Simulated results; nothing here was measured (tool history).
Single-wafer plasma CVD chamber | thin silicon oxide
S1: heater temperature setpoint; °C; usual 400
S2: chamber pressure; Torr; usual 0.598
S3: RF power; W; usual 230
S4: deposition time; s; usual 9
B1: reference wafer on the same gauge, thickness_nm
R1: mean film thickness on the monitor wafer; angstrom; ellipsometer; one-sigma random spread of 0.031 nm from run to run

Run 1, hour 0: usual settings; B1 10.8. Result: R1 128.37 angstrom.
Run 2, hour 6.1: usual settings; B1 10.801. Result: R1 127.54 angstrom.
Run 3, hour 20.9: usual settings but S3 220 W; B1 10.803. Result: R1 124.73 angstrom.
Run 4, hour 36.9: usual settings but S4 9.37 s; B1 10.797. Result: R1 132.89 angstrom.
Run 5, hour 65.4: usual settings but S4 9.37 s; B1 10.799. Result: R1 132.82 angstrom.
Run 6, hour 75.5: usual settings but S4 9.37 s; B1 10.795. Result: R1 132.78 angstrom.
Run 7, hour 89: usual settings but S2 0.694 Torr, S4 9.67 s; B1 10.797. Result: R1 159 angstrom.
Run 8, hour 100.2: usual settings but S2 0.694 Torr, S4 9.67 s; B1 10.792. Result: R1 158.37 angstrom.
Run 9, hour 106.8: usual settings but S2 0.694 Torr, S4 9.67 s; B1 10.8. Result: R1 158.74 angstrom.
Run 10, hour 114.6: usual settings; B1 10.798. Result: R1 127.59 angstrom.
At hour 143.7: capacitance manometer re-zeroed and calibrated.
Run 11, hour 149.4: usual settings; B1 10.801. Result: R1 117.65 angstrom.
At hour 166.7: thermocouple changed; heater temperature recalibrated.
Run 12, hour 167.2: usual settings; B1 10.803. Result: R1 117.32 angstrom.
Run 13, hour 167.5: usual settings; B1 10.799. Result: R1 117.44 angstrom.
At hour 176.1: gauge calibrated.
Run 14, hour 178.8: usual settings but S3 240 W; B1 10.802. Result: R1 120.06 angstrom.
Run 15, hour 203.7: usual settings; B1 10.801. Result: R1 118.17 angstrom.
Run 16, hour 252.3: usual settings; B1 10.799. Result: R1 117.63 angstrom.
Run 17, hour 269.6: usual settings but S1 406 °C, S4 7.81 s; B1 10.805. Result: R1 101.54 angstrom.
Run 18, hour 280.6: usual settings but S1 414 °C; B1 10.799. Result: R1 116.94 angstrom.
At hour 315.8: RF generator calibrated.
At hour 321.6: showerhead replaced.
Run 19, hour 322.1: usual settings but S2 0.537 Torr, S4 8.45 s; B1 10.798. Result: R1 103.38 angstrom.
Run 20, hour 322.4: usual settings but S3 255 W, S4 10.08 s; B1 10.798. Result: R1 144.96 angstrom.
Run 21, hour 336.6: usual settings; B1 10.794. Result: R1 122.94 angstrom.
Run 22, hour 351.7: usual settings but S1 413 °C, S2 0.464 Torr, S3 270 W, S4 8.02 s; B1 10.801. Result: R1 90.79 angstrom.
Run 23, hour 369.7: usual settings but S1 387 °C, S3 240 W; B1 10.796. Result: R1 126.8 angstrom.
Run 24, hour 398.3: usual settings but S1 408 °C, S3 190 W; B1 10.796. Result: R1 108.72 angstrom.
Run 25, hour 412.5: usual settings; B1 10.801. Result: R1 123.03 angstrom.
Run 26, hour 433.6: usual settings but S3 255 W; B1 10.799. Result: R1 130.06 angstrom.
Run 27, hour 446.2: usual settings but S1 404 °C, S3 185 W, S4 7.39 s; B1 10.793. Result: R1 88.82 angstrom.
Run 28, hour 453.8: usual settings but S3 190 W; B1 10.801. Result: R1 109.9 angstrom.

Pick out some run-to-run changes in R1. Of each, how much would a tool without hidden state show as well, from the settings, what came in and chance, and how much is left for the hidden state and any gauge scatter not in both results compared?
The hidden state here: wafer temperature above the value expected at the setpoint (K); delivered RF power above the setpoint (%); true pressure above the setpoint (%); gauge reads high (%).
Run 10 -> 11: capacitance manometer re-zeroed and calibrated. R1 -9.94 angstrom: hidden state -10.15, all else +0.21.
Run 18 -> 19: S1 414 -> 400, S2 0.598 -> 0.537, S4 9 -> 8.45, RF generator calibrated, showerhead replaced. R1 -13.56 angstrom: hidden state +4.2, all else -17.76.
Run 19 -> 20: S2 0.537 -> 0.598, S3 230 -> 255, S4 8.45 -> 10.08. R1 +41.58 angstrom: hidden state +0.41, all else +41.17.
Run 26 -> 27: S1 400 -> 404, S3 255 -> 185, S4 9 -> 7.39. R1 -41.24 angstrom: hidden state -0.64, all else -40.6.

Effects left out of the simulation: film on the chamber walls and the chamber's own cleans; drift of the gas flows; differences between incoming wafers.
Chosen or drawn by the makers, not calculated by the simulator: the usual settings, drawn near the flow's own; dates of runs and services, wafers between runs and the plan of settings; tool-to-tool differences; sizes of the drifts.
